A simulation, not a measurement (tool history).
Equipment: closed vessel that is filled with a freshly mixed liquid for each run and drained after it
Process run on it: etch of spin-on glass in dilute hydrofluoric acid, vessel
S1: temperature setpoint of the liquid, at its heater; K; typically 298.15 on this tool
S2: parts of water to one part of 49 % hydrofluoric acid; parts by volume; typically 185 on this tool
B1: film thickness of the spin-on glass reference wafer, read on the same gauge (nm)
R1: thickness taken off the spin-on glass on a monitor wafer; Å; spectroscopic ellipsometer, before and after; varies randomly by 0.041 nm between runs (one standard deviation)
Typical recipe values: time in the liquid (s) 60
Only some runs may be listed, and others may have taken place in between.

Run 1, hour 0.0: usual settings; B1 109.63. Result: R1 121.7 Å.
Run 2, hour 23.6: usual settings; B1 109.55. Result: R1 121.2 Å.
Run 3, hour 55.7: usual settings but time in the liquid (s) 75; B1 109.30. Result: R1 150.8 Å.
Run 4, hour 91.5: usual settings but time in the liquid (s) 75; B1 109.07. Result: R1 149.7 Å.
At hour 165.6: gauge calibrated.
Run 5, hour 178.8: usual settings; B1 110.14. Result: R1 121.1 Å.
Run 6, hour 203.1: usual settings; B1 110.12. Result: R1 121.4 Å.
Run 7, hour 230.5: usual settings but time in the liquid (s) 70; B1 110.07. Result: R1 142.3 Å.
Run 8, hour 245.7: usual settings but time in the liquid (s) 70; B1 110.05. Result: R1 141.2 Å.
Run 9, hour 260.8: usual settings but S1 300.65 K, S2 260 parts by volume, time in the liquid (s) 75; B1 110.00. Result: R1 109.0 Å.
At hour 274.2: thermometer replaced.
Run 10, hour 296.1: usual settings but S1 296.15 K, S2 150 parts by volume, time in the liquid (s) 50; B1 109.87. Result: R1 120.1 Å.
Run 11, hour 339.1: usual settings but S2 150 parts by volume, time in the liquid (s) 40; B1 109.69. Result: R1 103.4 Å.
At hour 343.2: hydrofluoric acid flow meter replaced.
Run 12, hour 352.1: usual settings but S1 293.65 K, S2 120 parts by volume; B1 109.59. Result: R1 167.3 Å.
Run 13, hour 375.0: usual settings but S1 300.65 K, time in the liquid (s) 85; B1 109.51. Result: R1 185.8 Å.
Run 14, hour 410.6: usual settings but time in the liquid (s) 70; B1 109.22. Result: R1 141.1 Å.
Run 15, hour 425.0: usual settings but S2 135 parts by volume, time in the liquid (s) 35; B1 109.10. Result: R1 102.6 Å.
At hour 433.3: gauge calibrated.
Run 16, hour 456.2: usual settings but S1 294.65 K, S2 220 parts by volume, time in the liquid (s) 90; B1 110.22. Result: R1 130.0 Å.
Run 17, hour 474.9: usual settings but S1 300.65 K, time in the liquid (s) 85; B1 110.21. Result: R1 189.1 Å.

Difference, measured minus no-hidden-state, one row per run. Run-to-run variation is common to both terms; the gauge's own scatter need not be:
Unlogged tool condition in this case: liquid colder than its thermometer reads (K); hydrofluoric acid flow above the setpoint (%); gauge reads high (%).
run    R1
  1  -0.4
  2  -0.5
  3  -0.9
  4  -1.3
  5  +0.2
  6  +0.1
  7  +0.1
  8  +0.1
  9  +0.1
 10  -0.2
 11  -0.3
 12  -0.5
 13  -0.9
 14  -1.0
 15  -0.8
 16  +0.3
 17  +0.3

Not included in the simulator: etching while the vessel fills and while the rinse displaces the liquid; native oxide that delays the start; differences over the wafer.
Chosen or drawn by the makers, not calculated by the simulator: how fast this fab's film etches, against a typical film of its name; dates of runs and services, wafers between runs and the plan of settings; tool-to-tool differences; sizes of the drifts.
